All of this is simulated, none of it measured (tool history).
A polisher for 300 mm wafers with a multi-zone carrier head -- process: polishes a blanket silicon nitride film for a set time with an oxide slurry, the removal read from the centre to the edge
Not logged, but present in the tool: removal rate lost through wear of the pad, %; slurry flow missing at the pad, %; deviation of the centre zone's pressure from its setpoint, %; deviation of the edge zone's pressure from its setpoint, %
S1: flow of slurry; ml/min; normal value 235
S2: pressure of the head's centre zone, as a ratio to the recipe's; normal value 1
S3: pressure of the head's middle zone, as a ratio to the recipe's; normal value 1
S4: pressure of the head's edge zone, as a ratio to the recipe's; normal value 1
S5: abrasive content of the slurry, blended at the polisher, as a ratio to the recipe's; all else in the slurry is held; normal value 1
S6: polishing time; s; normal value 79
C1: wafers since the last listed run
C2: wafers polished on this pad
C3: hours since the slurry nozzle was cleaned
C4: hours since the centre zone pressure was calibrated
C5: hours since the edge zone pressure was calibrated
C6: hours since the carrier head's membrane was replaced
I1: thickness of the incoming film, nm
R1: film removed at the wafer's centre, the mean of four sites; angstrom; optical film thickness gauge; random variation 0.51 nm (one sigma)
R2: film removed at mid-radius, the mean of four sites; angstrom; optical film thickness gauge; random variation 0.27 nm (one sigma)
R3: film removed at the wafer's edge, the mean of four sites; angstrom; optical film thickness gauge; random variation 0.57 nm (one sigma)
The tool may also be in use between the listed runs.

| run | day | S1 | S2 | S3 | S4 | S5 | S6 | C1 | C2 | C3 | C4 | C5 | C6 | I1 | R1 | R2 | R3 |
|---|---|---|---|---|---|---|---|---|---|---|---|---|---|---|---|---|---|
| 1 | 0 | 235 | 1 | 1 | 1 | 1 | 79 | 0 | 1595 | 198.1 | 709.4 | 889.3 | 124.2 | 422.2 | 401 | 397 | 399 |
|  | 3.262 | worn pad replaced by a new one |
| 2 | 3.283 | 235 | 1 | 1 | 1 | 1 | 79 | 764 | 5 | 276.9 | 788.2 | 968.1 | 203 | 424.7 | 407 | 388 | 388 |
| 3 | 5.983 | 235 | 1 | 1 | 1 | 1 | 79 | 662 | 667 | 341.7 | 853 | 1032.9 | 267.8 | 423.7 | 410 | 385 | 393 |
| 4 | 7.604 | 235 | 1 | 1 | 1 | 1 | 79 | 397 | 1065 | 380.6 | 891.9 | 1071.8 | 306.7 | 420.4 | 397 | 379 | 378 |
| 5 | 11.35 | 235 | 1 | 1 | 1 | 1 | 79 | 919 | 1984 | 470.5 | 981.8 | 1161.7 | 396.6 | 424.1 | 395 | 371 | 376 |
|  | 11.775 | slurry nozzle cleaned |
|  | 12.4 | worn pad replaced by a new one |
| 6 | 13.508 | 235 | 1 | 1 | 1 | 1 | 79 | 478 | 271 | 41.6 | 1033.6 | 1213.5 | 448.4 | 410.9 | 423 | 403 | 396 |
|  | 16.45 | centre zone pressure recalibrated |
| 7 | 17.946 | 235 | 1 | 1 | 1 | 1 | 79 | 1068 | 1340 | 148.1 | 35.9 | 1320 | 554.9 | 413.6 | 390 | 395 | 394 |
| 8 | 20.929 | 285 | 1 | 1 | 1 | 1 | 79 | 732 | 2072 | 219.7 | 107.5 | 1391.6 | 626.5 | 421.8 | 409 | 405 | 406 |
|  | 21.25 | worn pad replaced by a new one |
|  | 22.825 | edge zone pressure recalibrated |
|  | 23.396 | carrier head's membrane replaced by a new one |
| 9 | 24.996 | 235 | 1 | 1 | 1 | 1 | 79 | 885 | 847 | 317.3 | 205.1 | 52.1 | 38.4 | 420.3 | 377 | 390 | 389 |
| 10 | 28.329 | 210 | 0.92 | 1 | 1 | 0.75 | 79 | 817 | 1665 | 397.3 | 285.1 | 132.1 | 118.4 | 415.2 | 308 | 323 | 331 |
| 11 | 31.25 | 235 | 1 | 1 | 1 | 1 | 79 | 716 | 2381 | 467.4 | 355.2 | 202.2 | 188.5 | 422.2 | 374 | 373 | 386 |
|  | 32.146 | worn pad replaced by a new one |
|  | 33.088 | slurry nozzle cleaned |
| 12 | 34.888 | 235 | 1 | 1 | 0.93 | 1 | 100 | 841 | 662 | 43.2 | 442.5 | 289.5 | 275.8 | 420.3 | 510 | 508 | 485 |
| 13 | 38.162 | 235 | 1 | 1 | 1 | 1 | 79 | 803 | 1465 | 121.8 | 521.1 | 368.1 | 354.4 | 416.8 | 406 | 402 | 382 |
| 14 | 40.838 | 165 | 1 | 1 | 1 | 1 | 55 | 656 | 2121 | 186 | 585.3 | 432.3 | 418.6 | 427.5 | 271 | 256 | 264 |
|  | 43.225 | worn pad replaced by a new one |
| 15 | 43.875 | 235 | 1 | 1 | 1 | 1 | 79 | 704 | 159 | 258.9 | 658.2 | 505.2 | 491.5 | 418.9 | 404 | 395 | 392 |
| 16 | 45.971 | 215 | 1 | 1 | 0.9 | 1 | 79 | 514 | 673 | 309.2 | 708.5 | 555.5 | 541.8 | 411.3 | 384 | 385 | 370 |
|  | 48.125 | carrier head's membrane replaced by a new one |
| 17 | 48.279 | 315 | 1.08 | 1.07 | 1 | 1.15 | 79 | 515 | 1188 | 364.6 | 763.9 | 610.9 | 3.7 | 425.1 | 470 | 456 | 424 |
| 18 | 50.896 | 235 | 0.95 | 0.96 | 1 | 0.7 | 105 | 642 | 1830 | 427.4 | 826.7 | 673.7 | 66.5 | 423.1 | 429 | 406 | 438 |

4 options for the next run, each taken on its own from the tool as it stands now. Forecast them:
| A | 50.912 | 175 | 1 | 1 | 1 | 1 | 79 | 4 | 1834 | 427.8 | 827.1 | 674.1 | 66.9 | 416.7 | ? | ? | ? |
| B | 50.912 | 160 | 1 | 1 | 1 | 1.15 | 57 | 4 | 1834 | 427.8 | 827.1 | 674.1 | 66.9 | 416.7 | ? | ? | ? |
| C | 50.912 | 235 | 1 | 1 | 1 | 1.1 | 91 | 4 | 1834 | 427.8 | 827.1 | 674.1 | 66.9 | 416.7 | ? | ? | ? |
| D | 50.912 | 210 | 1 | 1 | 1 | 1 | 68 | 4 | 1834 | 427.8 | 827.1 | 674.1 | 66.9 | 416.7 | ? | ? | ? |

| run | R1 | R2 | R3 |
|---|---|---|---|
| A | 362 | 360 | 365 |
| B | 271 | 270 | 276 |
| C | 466 | 459 | 459 |
| D | 326 | 322 | 324 |
With no hidden state in the tool, these same runs would have given:
| run | R1 | R2 | R3 |
|---|---|---|---|
| A | 374 | 382 | 382 |
| B | 281 | 288 | 289 |
| C | 472 | 481 | 474 |
| D | 332 | 339 | 336 |
